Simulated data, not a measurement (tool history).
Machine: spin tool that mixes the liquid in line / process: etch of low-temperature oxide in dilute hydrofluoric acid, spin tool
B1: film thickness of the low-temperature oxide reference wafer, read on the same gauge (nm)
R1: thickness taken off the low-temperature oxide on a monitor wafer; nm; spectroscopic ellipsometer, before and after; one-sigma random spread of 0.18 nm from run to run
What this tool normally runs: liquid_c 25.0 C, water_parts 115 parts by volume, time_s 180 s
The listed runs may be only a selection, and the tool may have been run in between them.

run 1 hour=0.0 | liquid_c=25.0 water_parts=115 time_s=180 | B1=50.00 | R1=26.56
run 2 hour=25.0 | liquid_c=25.0 water_parts=115 time_s=180 | B1=49.98 | R1=26.62
run 3 hour=221.1 | liquid_c=25.0 water_parts=115 time_s=180 | B1=50.00 | R1=26.38
run 4 hour=280.6 | liquid_c=25.0 water_parts=100 time_s=180 | B1=49.99 | R1=30.87
run 5 hour=423.8 | liquid_c=25.0 water_parts=100 time_s=180 | B1=50.03 | R1=30.59
run 6 hour=492.7 | liquid_c=25.0 water_parts=100 time_s=180 | B1=49.98 | R1=30.76
run 7 hour=537.7 | liquid_c=27.0 water_parts=115 time_s=220 | B1=50.04 | R1=34.65
run 8 hour=573.0 | liquid_c=27.0 water_parts=115 time_s=220 | B1=49.98 | R1=34.44
run 9 hour=620.5 | liquid_c=25.0 water_parts=115 time_s=215 | B1=49.98 | R1=31.04
run 10 hour=677.2 | liquid_c=25.0 water_parts=115 time_s=215 | B1=49.98 | R1=31.04
-- hour=732.9 thermometer replaced
run 11 hour=790.7 | liquid_c=25.0 water_parts=115 time_s=180 | B1=49.99 | R1=25.88
-- hour=837.3 gauge calibrated
run 12 hour=848.2 | liquid_c=25.0 water_parts=115 time_s=180 | B1=50.04 | R1=25.59
run 13 hour=874.6 | liquid_c=25.0 water_parts=115 time_s=180 | B1=50.00 | R1=25.74
run 14 hour=935.2 | liquid_c=25.0 water_parts=115 time_s=180 | B1=50.00 | R1=25.68
run 15 hour=997.8 | liquid_c=25.0 water_parts=115 time_s=180 | B1=49.98 | R1=25.71
run 16 hour=1203.6 | liquid_c=21.5 water_parts=115 time_s=290 | B1=50.02 | R1=35.86
run 17 hour=1269.1 | liquid_c=25.0 water_parts=115 time_s=180 | B1=50.00 | R1=25.49
-- hour=1403.7 hydrofluoric acid flow meter replaced
run 18 hour=1404.2 | liquid_c=25.0 water_parts=115 time_s=180 | B1=49.97 | R1=27.72
run 19 hour=1447.6 | liquid_c=20.5 water_parts=95 time_s=245 | B1=50.04 | R1=38.84
run 20 hour=1485.1 | liquid_c=21.5 water_parts=115 time_s=290 | B1=50.01 | R1=38.22
run 21 hour=1545.4 | liquid_c=25.0 water_parts=115 time_s=180 | B1=50.04 | R1=27.34
run 22 hour=1598.3 | liquid_c=25.0 water_parts=155 time_s=140 | B1=49.99 | R1=14.71
run 23 hour=1636.2 | liquid_c=25.0 water_parts=100 time_s=180 | B1=49.96 | R1=31.68
run 24 hour=1669.7 | liquid_c=23.0 water_parts=75 time_s=285 | B1=50.02 | R1=63.17
run 25 hour=1711.9 | liquid_c=25.0 water_parts=115 time_s=260 | B1=49.98 | R1=38.87
run 26 hour=1781.0 | liquid_c=29.5 water_parts=175 time_s=115 | B1=50.00 | R1=12.42
run 27 hour=1849.1 | liquid_c=29.5 water_parts=115 time_s=95 | B1=49.98 | R1=16.79
run 28 hour=1911.4 | liquid_c=25.0 water_parts=115 time_s=180 | B1=49.98 | R1=26.71
run 29 hour=1969.5 | liquid_c=25.0 water_parts=65 time_s=180 | B1=50.00 | R1=50.83
run 30 hour=2014.1 | liquid_c=23.0 water_parts=115 time_s=180 | B1=50.04 | R1=24.52

Predict each of these 5 candidate next runs independently; none follows another, all start after run 30:
run A hour=2014.6 | liquid_c=25.0 water_parts=95 time_s=180 | B1=? | R1=?
run B hour=2014.6 | liquid_c=20.0 water_parts=160 time_s=225 | B1=? | R1=?
run C hour=2014.6 | liquid_c=27.5 water_parts=115 time_s=180 | B1=? | R1=?
run D hour=2014.6 | liquid_c=26.5 water_parts=75 time_s=110 | B1=? | R1=?
run E hour=2014.6 | liquid_c=22.5 water_parts=80 time_s=135 | B1=? | R1=?

run=A B1=50.02 R1=32.98
run=B B1=50.02 R1=18.64
run=C B1=50.02 R1=29.23
run=D B1=50.02 R1=27.81
run=E B1=50.02 R1=27.08
Had the tool no hidden state, the same runs would have come out as:
run=A R1=33.71
run=B R1=19.08
run=C R1=29.90
run=D R1=28.42
run=E R1=27.68
